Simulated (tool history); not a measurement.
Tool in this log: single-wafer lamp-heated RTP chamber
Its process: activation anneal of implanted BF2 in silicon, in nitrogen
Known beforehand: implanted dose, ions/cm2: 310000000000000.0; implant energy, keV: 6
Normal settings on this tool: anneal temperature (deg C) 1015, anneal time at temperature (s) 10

run,hour,anneal temperature (deg C),anneal time at temperature (s),wafers since the last listed run,wafers since the last pyrometer calibration,wafers since the reflector plate was cleaned,hours since the gauge calibration,"read-back reference wafer on the same gauge, sheet resistance",sheet resistance of the implanted and annealed layer (ohm/square)
1,0.0,1015,10,0,4794,2303,1826.1,513.11,521.99
2,96.8,1015,10,1217,6011,3520,1922.9,513.66,521.37
# hour 170.5: pyrometer window cleaned and pyrometer calibrated
3,180.0,1015,10,945,119,4466,2006.1,513.63,515.04
4,266.5,1015,10,1087,1206,5553,2092.6,513.31,515.64
5,357.8,1015,5,1147,2354,6701,2183.9,513.76,544.61
6,424.4,1015,10,837,3192,7539,2250.5,513.81,513.38
# hour 572.2: reflector plate cleaned
7,726.9,1015,10,3702,6895,1944,2553.0,512.84,522.88
8,816.6,1015,10,1127,8022,3072,2642.7,512.89,523.42
# hour 871.4: pyrometer window cleaned and pyrometer calibrated
9,922.9,1015,10,1236,648,4308,2749.0,513.55,518.62
10,982.4,1015,10,748,1396,5056,2808.5,514.08,520.07
11,1058.7,1015,10,959,2355,6016,2884.8,513.37,516.93
12,1141.9,1015,10,1046,3401,7062,2968.0,514.14,518.43
# hour 1153.7: gauge calibrated
13,1201.6,1015,10,750,4152,7812,47.9,514.97,509.72
# hour 1250.0: reflector plate cleaned
14,1291.6,1015,10,1031,5183,523,137.9,514.07,523.71
15,1363.9,1015,10,909,6092,1432,210.2,514.70,524.63
16,1424.6,1015,10,763,6855,2195,270.9,513.34,523.76
17,1472.7,1015,10,604,7460,2800,319.0,515.04,522.33
18,1525.8,1015,10,667,8128,3468,372.1,513.44,519.09
# hour 1582.6: pyrometer window cleaned and pyrometer calibrated
19,1628.9,1015,13,1195,582,4664,475.2,514.95,509.41
20,1732.0,1027,12,1296,1878,5960,578.3,514.02,491.65
# hour 1869.0: reflector plate cleaned
21,1933.2,1007,12,2429,4307,807,779.5,513.47,532.63
22,2034.0,989,5,1267,5575,2074,880.3,513.96,621.16
23,2124.1,1015,10,1132,6708,3207,970.4,513.48,522.77
# hour 2137.8: pyrometer window cleaned and pyrometer calibrated
24,2222.3,995,15,1134,1062,4341,1068.6,513.84,540.57
25,2357.1,1015,10,1694,2757,6036,1203.4,514.61,518.38
26,2398.7,1015,12,523,3280,6559,1245.0,513.51,506.84
27,2442.0,993,5,544,3825,7104,1288.3,514.57,597.81
# hour 2491.3: reflector plate cleaned
28,2516.6,1031,10,837,4662,318,1362.9,514.48,498.56
29,2604.2,1038,10,1101,5764,1420,1450.5,514.49,486.43
30,2683.9,1015,6,1002,6766,2422,1530.2,512.93,548.07
31,2741.2,1035,16,720,7486,3142,1587.5,514.78,468.76
32,2819.4,1026,15,983,8470,4126,1665.7,514.09,479.64
# hour 2880.5: pyrometer window cleaned and pyrometer calibrated
33,2902.1,986,7,939,271,5065,1748.4,513.91,609.15
34,2939.5,1015,10,470,741,5535,1785.8,514.47,517.30
35,3045.0,1001,7,1326,2068,6862,1891.3,514.12,563.40
36,3087.8,991,13,538,2606,7400,1934.1,512.67,549.95

A few steps of sheet resistance of the implanted and annealed layer (ohm/square) between consecutive runs. Split each: what settings, incoming material and random variation would produce without the hidden state, and what is left over for the hidden state, along with gauge scatter present in only one of the two compared results (measured, and without hidden state):
What the log doesn't record here: true wafer temperature minus pyrometer reading, K; wafer temperature error from the tarnished reflector plate, K; gauge reads high (%).
Run 6 -> 7: reflector plate cleaned. sheet resistance of the implanted and annealed layer (ohm/square) +9.50: hidden state +9.95, all else -0.45.
Run 13 -> 14: reflector plate cleaned. sheet resistance of the implanted and annealed layer (ohm/square) +13.99: hidden state +13.33, all else +0.66.
Run 22 -> 23: anneal temperature (deg C) 989 -> 1015, anneal time at temperature (s) 5 -> 10. sheet resistance of the implanted and annealed layer (ohm/square) -98.39: hidden state +0.19, all else -98.58.
Run 27 -> 28: anneal temperature (deg C) 993 -> 1031, anneal time at temperature (s) 5 -> 10, reflector plate cleaned. sheet resistance of the implanted and annealed layer (ohm/square) -99.25: hidden state +18.45, all else -117.70.
Run 32 -> 33: anneal temperature (deg C) 1026 -> 986, anneal time at temperature (s) 15 -> 7, pyrometer window cleaned and pyrometer calibrated. sheet resistance of the implanted and annealed layer (ohm/square) +129.51: hidden state -9.61, all else +139.12.

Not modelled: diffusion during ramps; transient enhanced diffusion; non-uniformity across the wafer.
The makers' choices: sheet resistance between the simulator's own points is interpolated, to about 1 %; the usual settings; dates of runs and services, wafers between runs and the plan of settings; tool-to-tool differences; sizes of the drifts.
